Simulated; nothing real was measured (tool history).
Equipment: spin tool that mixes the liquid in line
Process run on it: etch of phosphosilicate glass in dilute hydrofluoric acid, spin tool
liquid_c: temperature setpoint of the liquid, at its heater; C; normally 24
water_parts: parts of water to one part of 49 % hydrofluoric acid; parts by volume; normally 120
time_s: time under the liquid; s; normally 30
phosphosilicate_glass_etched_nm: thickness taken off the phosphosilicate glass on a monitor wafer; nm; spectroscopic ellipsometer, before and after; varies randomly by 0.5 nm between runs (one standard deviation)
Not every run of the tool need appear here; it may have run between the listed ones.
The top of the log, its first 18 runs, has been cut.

run	hour	liquid_c	water_parts	time_s	read-back film thickness of the phosphosilicate glass reference wafer, read on the same gauge (nm)	phosphosilicate_glass_etched_nm
19	525.9	20.5	180	15	40.01	14.44
20	548.1	24	120	40	39.96	70.23
21	566.9	24	155	30	39.98	38.99
22	579.9	24	120	30	40.01	52.51
23	607.2	24	95	30	40	67.39
24	628.4	24	160	30	40.01	37.56
25	650.3	24	120	30	40	51.88
26	677.7	21	75	30	40	78.23
27	702.8	24	120	30	39.98	51.54
28	718.2	27	120	30	39.98	56.56
29	748	24	120	30	40.02	51.25
30	767.8	25.5	145	45	40.02	65.84
31	789.3	26.5	120	30	39.99	56.08
32	814.6	19.5	120	25	40.04	35.56

Below are 5 alternative next runs, each starting from the tool's condition after run 32. Predict each:
A	815	24	120	30	?	?
B	815	21.5	145	25	?	?
C	815	22.5	95	30	?	?
D	815	24	70	45	?	?
E	815	24	120	25	?	?

run	read-back film thickness of the phosphosilicate glass reference wafer, read on the same gauge (nm)	phosphosilicate_glass_etched_nm
A	40.06	50.98
B	40.06	30.97
C	40.06	62.58
D	40.06	139.71
E	40.06	42.49
Had the tool no hidden state, the same runs would have come out as:
run	phosphosilicate_glass_etched_nm
A	52.9
B	32.15
C	64.87
D	144.73
E	44.09

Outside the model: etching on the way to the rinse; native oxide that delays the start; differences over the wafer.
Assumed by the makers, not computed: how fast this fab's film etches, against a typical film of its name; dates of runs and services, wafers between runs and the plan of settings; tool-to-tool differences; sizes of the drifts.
